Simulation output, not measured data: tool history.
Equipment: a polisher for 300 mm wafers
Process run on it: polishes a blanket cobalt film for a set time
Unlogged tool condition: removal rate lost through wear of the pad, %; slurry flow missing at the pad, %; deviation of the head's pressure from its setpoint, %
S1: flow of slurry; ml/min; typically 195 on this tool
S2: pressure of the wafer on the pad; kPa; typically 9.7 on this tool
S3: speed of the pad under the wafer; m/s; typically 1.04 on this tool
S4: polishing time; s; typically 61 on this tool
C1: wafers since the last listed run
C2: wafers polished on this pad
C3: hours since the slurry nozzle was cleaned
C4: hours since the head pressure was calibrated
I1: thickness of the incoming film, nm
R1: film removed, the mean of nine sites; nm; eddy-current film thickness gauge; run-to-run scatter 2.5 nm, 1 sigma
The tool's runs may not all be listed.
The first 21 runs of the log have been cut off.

run,hour,S1,S2,S3,S4,C1,C2,C3,C4,I1,R1
22,623,195,9.7,1.28,54,171,210,28.8,56.7,1580.2,184.4
23,655.6,265,7.6,1.04,50,195,406,61.4,89.3,1591.9,118.7
24,690.5,195,9.7,1.04,61,209,615,96.3,124.2,1560.6,169.8
25,704.3,195,9.7,1.28,45,82,698,110.1,138,1575.4,158.6
26,735.2,140,6.9,1.38,51,185,884,141,168.9,1575.9,120.2
# hour 759: worn pad replaced by a new one
27,759.5,195,9.7,1.24,61,121,3,165.3,193.2,1606.5,202
28,776.5,170,6.9,1.32,75,102,105,182.3,210.2,1586.4,184.2
# hour 798: slurry nozzle cleaned, repeated, since the last time left the tool worse
29,798.5,160,10.3,0.76,61,126,231,0.5,232.2,1600.4,151.8
30,825.6,145,9.7,1.04,69,162,394,27.6,259.3,1568.1,213.1
31,850.1,135,9.7,1.04,61,147,541,52.1,283.8,1607.2,183.8
32,884,155,8.3,1.04,61,203,744,86,317.7,1602.4,164.8
33,898.8,195,9.7,1.04,61,88,833,100.8,332.5,1598.1,199.7
34,910.9,195,9.7,1.04,61,72,906,112.9,344.6,1589.9,196.9

Consider 3 possible next runs. They are alternatives, not a sequence: every one starts from the tool as it was left by run 34. What does each give?
A,911.3,195,9.7,1.04,52,2,908,113.3,345,1574.3,?
B,911.3,195,9.7,1.04,75,2,908,113.3,345,1574.3,?
C,911.3,150,9.7,1.32,61,2,908,113.3,345,1574.3,?

run,R1
A,170.3
B,245.7
C,241.9
Without the tool's hidden state the same runs would have given:
run,R1
A,171.3
B,247.1
C,243.7

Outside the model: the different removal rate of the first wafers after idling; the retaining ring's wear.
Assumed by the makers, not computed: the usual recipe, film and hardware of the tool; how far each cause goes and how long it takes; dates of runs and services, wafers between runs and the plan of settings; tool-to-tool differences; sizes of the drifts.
